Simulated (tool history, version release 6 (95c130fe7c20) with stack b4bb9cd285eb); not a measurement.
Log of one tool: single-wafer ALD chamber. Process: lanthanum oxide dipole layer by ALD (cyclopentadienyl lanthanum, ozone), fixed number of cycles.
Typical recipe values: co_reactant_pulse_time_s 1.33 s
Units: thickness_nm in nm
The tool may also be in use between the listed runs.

run     day  co_reactant_pulse_time_s  wafers since the last listed run  hours since the last thermocouple change  hours since the last ozone generator service  hours since the showerhead was replaced  hours since the gauge calibration  read-back reference wafer on the same gauge, thickness_nm  thickness_nm
  1   0.000                      1.66                                 0                                    1526.8                                         602.3                                   7649.1                              518.4                                                      0.519         0.545
  2   2.242                      1.66                              1118                                    1580.6                                         656.1                                   7702.9                              572.2                                                      0.519         0.543
  3   3.358                      1.33                               557                                    1607.4                                         682.9                                   7729.7                              599.0                                                      0.519         0.516
  4   4.962                      1.33                               800                                    1645.9                                         721.4                                   7768.2                              637.5                                                      0.519         0.514
  5   7.954                      1.33                              1493                                    1717.7                                         793.2                                   7840.0                              709.3                                                      0.519         0.515
  6   9.100                      1.33                               571                                    1745.2                                         820.7                                   7867.5                              736.8                                                      0.519         0.515
  7  11.708                      1.51                              1301                                    1807.8                                         883.3                                   7930.1                              799.4                                                      0.519         0.536
  8  14.567                      1.51                              1426                                    1876.4                                         951.9                                   7998.7                              868.0                                                      0.519         0.533
  9  16.100                      1.51                               765                                    1913.2                                         988.7                                   8035.5                              904.8                                                      0.519         0.534
     17.729  -- ozone generator serviced
 10  18.929                      0.99                              1245                                    1981.1                                          28.8                                   8103.4                              972.7                                                      0.519         0.426
 11  20.683                      0.99                               875                                    2023.2                                          70.9                                   8145.5                             1014.8                                                      0.519         0.423
 12  21.942                      1.33                               628                                    2053.4                                         101.1                                   8175.7                             1045.0                                                      0.519         0.490
     22.112  -- gauge calibrated
 13  23.788                      1.33                               921                                    2097.7                                         145.4                                   8220.0                               40.2                                                      0.519         0.490
 14  25.092                      1.33                               650                                    2129.0                                         176.7                                   8251.3                               71.5                                                      0.519         0.486
 15  26.733                      1.33                               819                                    2168.4                                         216.1                                   8290.7                              110.9                                                      0.519         0.485
 16  27.958                      1.79                               611                                    2197.8                                         245.5                                   8320.1                              140.3                                                      0.519         0.534
     28.379  -- thermocouple changed; heater temperature recalibrated
 17  29.958                      0.87                               831                                      37.9                                         293.5                                   8368.1                              188.3                                                      0.519         0.372
     31.583  -- ozone generator serviced, repeated, since the last time left the tool worse
 18  32.542                      1.49                              1123                                      99.9                                          23.0                                   8430.1                              250.3                                                      0.519         0.544
 19  34.125                      1.77                               790                                     137.9                                          61.0                                   8468.1                              288.3                                                      0.519         0.559
 20  35.954                      1.33                               913                                     181.8                                         104.9                                   8512.0                              332.2                                                      0.519         0.528
     38.971  -- showerhead replaced
 21  40.875                      1.85                              2289                                     299.9                                         223.0                                     45.7                              450.3                                                      0.519         0.558
 22  42.771                      1.47                               946                                     345.4                                         268.5                                     91.2                              495.8                                                      0.518         0.535
 23  45.162                      1.02                              1193                                     402.8                                         325.9                                    148.6                              553.2                                                      0.519         0.471
 24  47.317                      1.68                              1075                                     454.5                                         377.6                                    200.3                              604.9                                                      0.519         0.549
 25  49.783                      1.33                              1231                                     513.7                                         436.8                                    259.5                              664.1                                                      0.519         0.520
 26  50.917                      1.72                               565                                     540.9                                         464.0                                    286.7                              691.3                                                      0.519         0.550
 27  53.479                      0.82                              1279                                     602.4                                         525.5                                    348.2                              752.8                                                      0.519         0.406
 28  55.529                      1.50                              1023                                     651.6                                         574.7                                    397.4                              802.0                                                      0.519         0.536

Each row is a separate what-if for the run after 28, all from the same tool condition, not one after another. Results?
  A  55.546                      1.33                                 8                                     652.0                                         575.1                                    397.8                              802.4                                                          ?             ?
  B  55.546                      1.83                                 8                                     652.0                                         575.1                                    397.8                              802.4                                                          ?             ?
  C  55.546                      1.08                                 8                                     652.0                                         575.1                                    397.8                              802.4                                                          ?             ?
  D  55.546                      1.58                                 8                                     652.0                                         575.1                                    397.8                              802.4                                                          ?             ?
  E  55.546                      1.69                                 8                                     652.0                                         575.1                                    397.8                              802.4                                                          ?             ?

run  read-back reference wafer on the same gauge, thickness_nm  thickness_nm
  A                                                      0.519         0.521
  B                                                      0.519         0.557
  C                                                      0.519         0.481
  D                                                      0.519         0.544
  E                                                      0.519         0.551
Without the tool's unlogged condition, the same runs would have read:
run  thickness_nm
  A         0.534
  B         0.563
  C         0.499
  D         0.553
  E         0.558
